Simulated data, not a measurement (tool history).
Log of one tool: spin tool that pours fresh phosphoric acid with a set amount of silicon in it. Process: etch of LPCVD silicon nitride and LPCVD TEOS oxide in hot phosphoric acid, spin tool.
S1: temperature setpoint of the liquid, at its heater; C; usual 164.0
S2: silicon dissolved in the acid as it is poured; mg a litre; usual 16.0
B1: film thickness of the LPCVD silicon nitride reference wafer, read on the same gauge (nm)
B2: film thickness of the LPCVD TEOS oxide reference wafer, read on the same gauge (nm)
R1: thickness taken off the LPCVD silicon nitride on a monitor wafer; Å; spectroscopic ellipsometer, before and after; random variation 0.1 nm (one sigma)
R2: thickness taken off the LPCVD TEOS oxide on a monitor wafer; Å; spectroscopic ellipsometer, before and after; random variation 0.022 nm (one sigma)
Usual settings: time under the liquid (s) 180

{"run": 1, "hour": 0.0, "S1": 164.0, "S2": 24.0, "time under the liquid (s)": 180, "B1": 110.0, "B2": 79.985, "R1": 157.0, "R2": 7.34}
{"run": 2, "hour": 48.5, "S1": 164.0, "S2": 24.0, "time under the liquid (s)": 180, "B1": 110.0, "B2": 80.002, "R1": 155.4, "R2": 7.21}
{"run": 3, "hour": 114.7, "S1": 164.0, "S2": 16.0, "time under the liquid (s)": 230, "B1": 109.97, "B2": 79.972, "R1": 198.1, "R2": 11.56}
{"run": 4, "hour": 146.5, "S1": 164.0, "S2": 16.0, "time under the liquid (s)": 230, "B1": 109.98, "B2": 79.994, "R1": 197.3, "R2": 11.62}
{"run": 5, "hour": 218.3, "S1": 164.0, "S2": 16.0, "time under the liquid (s)": 230, "B1": 109.94, "B2": 79.991, "R1": 197.9, "R2": 11.34}
{"hour": 250.5, "done": "dissolved silicon flow meter replaced"}
{"run": 6, "hour": 267.2, "S1": 164.0, "S2": 16.0, "time under the liquid (s)": 180, "B1": 110.0, "B2": 79.982, "R1": 154.5, "R2": 8.84}
{"run": 7, "hour": 308.4, "S1": 164.0, "S2": 3.5, "time under the liquid (s)": 255, "B1": 109.99, "B2": 79.993, "R1": 217.2, "R2": 16.64}
{"hour": 311.8, "done": "gauge calibrated"}
{"run": 8, "hour": 339.0, "S1": 164.0, "S2": 16.0, "time under the liquid (s)": 180, "B1": 109.96, "B2": 79.979, "R1": 154.5, "R2": 8.88}
{"run": 9, "hour": 395.5, "S1": 165.5, "S2": 16.0, "time under the liquid (s)": 180, "B1": 109.98, "B2": 80.002, "R1": 160.2, "R2": 9.77}
{"hour": 438.7, "done": "thermometer replaced"}
{"run": 10, "hour": 459.3, "S1": 166.0, "S2": 27.0, "time under the liquid (s)": 265, "B1": 109.99, "B2": 80.027, "R1": 254.6, "R2": 11.85}
{"run": 11, "hour": 491.6, "S1": 161.5, "S2": 8.5, "time under the liquid (s)": 180, "B1": 110.02, "B2": 79.954, "R1": 148.6, "R2": 9.4}
{"run": 12, "hour": 537.6, "S1": 165.5, "S2": 23.5, "time under the liquid (s)": 145, "B1": 110.0, "B2": 79.993, "R1": 136.3, "R2": 7.01}
{"run": 13, "hour": 583.6, "S1": 164.0, "S2": 11.0, "time under the liquid (s)": 215, "B1": 110.04, "B2": 79.99, "R1": 189.8, "R2": 12.94}
{"hour": 586.5, "done": "heated supply line repaired"}
{"run": 14, "hour": 636.7, "S1": 164.0, "S2": 5.5, "time under the liquid (s)": 180, "B1": 110.01, "B2": 80.003, "R1": 171.5, "R2": 14.9}
{"run": 15, "hour": 669.4, "S1": 164.0, "S2": 8.5, "time under the liquid (s)": 180, "B1": 109.98, "B2": 80.003, "R1": 172.0, "R2": 13.76}
{"run": 16, "hour": 736.2, "S1": 164.0, "S2": 16.0, "time under the liquid (s)": 180, "B1": 110.01, "B2": 79.991, "R1": 171.3, "R2": 11.03}
{"run": 17, "hour": 773.2, "S1": 166.5, "S2": 20.5, "time under the liquid (s)": 85, "B1": 109.96, "B2": 80.013, "R1": 87.4, "R2": 5.64}
{"run": 18, "hour": 835.7, "S1": 164.0, "S2": 11.0, "time under the liquid (s)": 215, "B1": 110.01, "B2": 80.027, "R1": 206.0, "R2": 14.98}
{"run": 19, "hour": 900.8, "S1": 162.5, "S2": 3.5, "time under the liquid (s)": 210, "B1": 110.0, "B2": 79.973, "R1": 190.4, "R2": 15.38}
{"hour": 922.1, "done": "dissolved silicon flow meter replaced"}
{"run": 20, "hour": 972.5, "S1": 164.0, "S2": 8.5, "time under the liquid (s)": 180, "B1": 109.95, "B2": 79.984, "R1": 171.3, "R2": 13.04}
{"run": 21, "hour": 1032.2, "S1": 162.5, "S2": 16.0, "time under the liquid (s)": 220, "B1": 110.01, "B2": 79.988, "R1": 196.4, "R2": 12.19}
{"run": 22, "hour": 1056.5, "S1": 164.0, "S2": 28.0, "time under the liquid (s)": 140, "B1": 109.98, "B2": 79.982, "R1": 130.4, "R2": 6.01}
{"run": 23, "hour": 1126.8, "S1": 164.0, "S2": 16.0, "time under the liquid (s)": 220, "B1": 110.0, "B2": 79.986, "R1": 205.2, "R2": 13.39}

Forecast each of these 3 alternatives for the next run:
{"run": "A", "hour": 1127.3, "S1": 164.0, "S2": 16.0, "time under the liquid (s)": 180, "B1": "?", "B2": "?", "R1": "?", "R2": "?"}
{"run": "B", "hour": 1127.3, "S1": 167.0, "S2": 4.5, "time under the liquid (s)": 180, "B1": "?", "B2": "?", "R1": "?", "R2": "?"}
{"run": "C", "hour": 1127.3, "S1": 166.5, "S2": 16.0, "time under the liquid (s)": 125, "B1": "?", "B2": "?", "R1": "?", "R2": "?"}

run=A B1=109.97 B2=80.003 R1=168.5 R2=10.92
run=B B1=109.97 B2=80.003 R1=186.0 R2=17.58
run=C B1=109.97 B2=80.003 R1=127.1 R2=9.10
Without the tool's hidden state the same runs would have given:
run=A R1=176.1 R2=12.03
run=B R1=194.2 R2=19.35
run=C R1=132.7 R2=10.01
